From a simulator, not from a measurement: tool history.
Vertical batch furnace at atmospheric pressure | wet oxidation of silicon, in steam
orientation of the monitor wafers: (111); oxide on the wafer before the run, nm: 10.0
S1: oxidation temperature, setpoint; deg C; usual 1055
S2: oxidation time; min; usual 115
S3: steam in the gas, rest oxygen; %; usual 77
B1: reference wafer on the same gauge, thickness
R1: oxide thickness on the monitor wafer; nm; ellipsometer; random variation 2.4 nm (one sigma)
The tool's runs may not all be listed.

run     day    S1     S2  S3      B1       R1
  1       0  1055    115  77  730.33    726.7
  2   0.408  1055   95.5  77  729.52   654.41
  3   1.467  1055    115  77  730.87   729.24
  4   2.421  1055    115  77  730.18   727.53
  5   3.267  1055    115  77  729.07   726.08
  6   4.275  1055    115  77  730.19   723.71
  7   5.092  1055    115  77  730.63   722.75
  8   5.779  1055    115  77  729.37   722.72
  9   6.708  1055    115  77   729.7    724.8
 10   7.812  1055    115  77  730.42   722.46
 11   8.512  1055    115  77  730.08   722.98
 12   9.612  1055    115  77  729.51   721.39
 13  10.725  1055    115  74  730.54   710.07
 14  11.817  1055    115  74  729.91   710.18
 15  12.942  1055    115  77  731.24   722.58
 16  13.942  1044    115  83  730.32   717.65
     15.596  -- steam generator serviced
 17  15.617  1074  162.5  88  731.19  1046.29
 18  15.883  1043    115  83  729.85   752.73
     17.229  -- thermocouples replaced and temperature profile calibrated
 19   17.25  1069   91.5  70  729.73   667.85
 20  17.517  1055    115  77  730.61   758.25
     17.829  -- gauge calibrated
 21  18.067  1055   58.5  77  728.84   521.75
 22  18.579  1055    115  74  730.23   743.57
 23  18.979  1035    115  88  731.27   755.26
 24  19.488  1055    162  86  730.85   974.76
 25  20.154  1031    143  67  729.54    715.5
 26  20.762  1055     90  69  730.73   620.74
 27  21.758  1055    115  67  730.17   699.45
 28  22.488  1031    143  67  730.02   716.32
 29   23.45  1055    115  77  729.19   751.11
 30  24.438  1055    115  77   730.5   751.78
 31  25.417  1067  157.5  77  728.73   931.35
 32  25.846  1055  154.5  84  729.62   924.17
 33  26.662  1077  137.5  86  730.68   948.97
 34  27.392  1039   94.5  80   730.2   649.98
 35  28.275  1055    115  77  730.07   753.78
 36  28.771  1055     71  72  730.21   548.65
 37  31.058  1069  140.5  72  729.81   845.15

Forecast each of these 5 alternatives for the next run:
  A  31.329  1055  115  77   ?   ?
  B  31.329  1037  115  77   ?   ?
  C  31.329  1055  115  66   ?   ?
  D  31.329  1078  132  77   ?   ?
  E  31.329  1066  115  74   ?   ?

run     B1      R1
  A  730.4  747.67
  B  730.4  696.77
  C  730.4  686.94
  D  730.4  874.14
  E  730.4  762.08
Without the tool's hidden state the same runs would have given:
run      R1
  A  760.43
  B  708.91
  C  698.74
  D  888.67
  E  774.96
